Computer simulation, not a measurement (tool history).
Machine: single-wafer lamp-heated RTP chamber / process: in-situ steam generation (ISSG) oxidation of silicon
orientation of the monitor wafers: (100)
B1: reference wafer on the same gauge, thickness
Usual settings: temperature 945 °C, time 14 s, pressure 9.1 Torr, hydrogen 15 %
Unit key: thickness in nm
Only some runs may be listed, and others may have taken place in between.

run 1 hour=0.0 | temperature=945 time=14 pressure=9.1 hydrogen=15 | B1=4.120 | thickness=4.009
run 2 hour=35.4 | temperature=945 time=17 pressure=9.1 hydrogen=15 | B1=4.118 | thickness=4.291
run 3 hour=76.8 | temperature=945 time=17 pressure=9.1 hydrogen=15 | B1=4.121 | thickness=4.366
-- hour=99.7 hydrogen flow controller replaced
run 4 hour=131.9 | temperature=945 time=14 pressure=9.1 hydrogen=15 | B1=4.124 | thickness=4.010
run 5 hour=168.9 | temperature=945 time=14 pressure=9.1 hydrogen=19 | B1=4.120 | thickness=4.234
run 6 hour=199.1 | temperature=945 time=18 pressure=9.1 hydrogen=15 | B1=4.120 | thickness=4.458
-- hour=238.7 pyrometer window cleaned and pyrometer calibrated, repeated, since the last time left the tool worse
run 7 hour=269.7 | temperature=945 time=18 pressure=9.1 hydrogen=15 | B1=4.121 | thickness=4.347
run 8 hour=325.5 | temperature=945 time=18 pressure=9.1 hydrogen=15 | B1=4.122 | thickness=4.296
-- hour=344.3 pressure gauge zeroed
run 9 hour=361.0 | temperature=945 time=14 pressure=10.0 hydrogen=15 | B1=4.119 | thickness=3.848
run 10 hour=394.6 | temperature=964 time=14 pressure=8.1 hydrogen=15 | B1=4.120 | thickness=4.142
run 11 hour=455.1 | temperature=945 time=14 pressure=9.1 hydrogen=20 | B1=4.120 | thickness=4.164
run 12 hour=490.8 | temperature=938 time=14 pressure=9.1 hydrogen=15 | B1=4.121 | thickness=3.824
run 13 hour=524.1 | temperature=945 time=14 pressure=8.1 hydrogen=15 | B1=4.120 | thickness=3.918
run 14 hour=584.1 | temperature=945 time=14 pressure=9.1 hydrogen=15 | B1=4.123 | thickness=3.893
run 15 hour=642.4 | temperature=945 time=14 pressure=9.1 hydrogen=19 | B1=4.121 | thickness=4.148
-- hour=673.9 pyrometer window cleaned and pyrometer calibrated
-- hour=690.1 gauge calibrated
run 16 hour=693.8 | temperature=931 time=10 pressure=10.2 hydrogen=23 | B1=4.123 | thickness=3.631
run 17 hour=763.1 | temperature=945 time=14 pressure=7.7 hydrogen=11 | B1=4.117 | thickness=3.667
run 18 hour=805.8 | temperature=945 time=14 pressure=9.5 hydrogen=20 | B1=4.119 | thickness=4.135
run 19 hour=850.2 | temperature=945 time=14 pressure=9.1 hydrogen=15 | B1=4.120 | thickness=3.909
run 20 hour=893.8 | temperature=945 time=9 pressure=9.1 hydrogen=21 | B1=4.121 | thickness=3.603
run 21 hour=927.5 | temperature=931 time=18 pressure=9.1 hydrogen=15 | B1=4.120 | thickness=4.158
run 22 hour=981.6 | temperature=945 time=11 pressure=10.2 hydrogen=15 | B1=4.119 | thickness=3.527
run 23 hour=1009.9 | temperature=936 time=9 pressure=10.2 hydrogen=15 | B1=4.119 | thickness=3.195
run 24 hour=1080.4 | temperature=945 time=20 pressure=9.1 hydrogen=15 | B1=4.120 | thickness=4.558
run 25 hour=1110.1 | temperature=945 time=17 pressure=10.2 hydrogen=22 | B1=4.121 | thickness=4.526
-- hour=1131.5 pyrometer window cleaned and pyrometer calibrated
run 26 hour=1158.5 | temperature=945 time=14 pressure=9.1 hydrogen=15 | B1=4.120 | thickness=3.893
run 27 hour=1207.6 | temperature=945 time=12 pressure=8.0 hydrogen=24 | B1=4.121 | thickness=4.156
run 28 hour=1232.9 | temperature=945 time=16 pressure=9.7 hydrogen=15 | B1=4.118 | thickness=4.065
run 29 hour=1284.9 | temperature=935 time=14 pressure=10.1 hydrogen=24 | B1=4.119 | thickness=4.134
run 30 hour=1339.5 | temperature=945 time=14 pressure=8.5 hydrogen=15 | B1=4.119 | thickness=3.905
run 31 hour=1368.1 | temperature=945 time=19 pressure=8.1 hydrogen=20 | B1=4.121 | thickness=4.722
run 32 hour=1395.5 | temperature=945 time=16 pressure=9.1 hydrogen=15 | B1=4.118 | thickness=4.128

Branching from run 32: 3 alternative next runs. What would each branch give?
run A hour=1395.9 | temperature=945 time=14 pressure=9.8 hydrogen=15 | B1=? | thickness=?
run B hour=1395.9 | temperature=945 time=13 pressure=10.2 hydrogen=15 | B1=? | thickness=?
run C hour=1395.9 | temperature=945 time=14 pressure=9.1 hydrogen=22 | B1=? | thickness=?

run=A B1=4.120 thickness=3.917
run=B B1=4.120 thickness=3.780
run=C B1=4.120 thickness=4.309
Without the tool's unlogged condition, the same runs would have read:
run=A thickness=3.903
run=B thickness=3.767
run=C thickness=4.294

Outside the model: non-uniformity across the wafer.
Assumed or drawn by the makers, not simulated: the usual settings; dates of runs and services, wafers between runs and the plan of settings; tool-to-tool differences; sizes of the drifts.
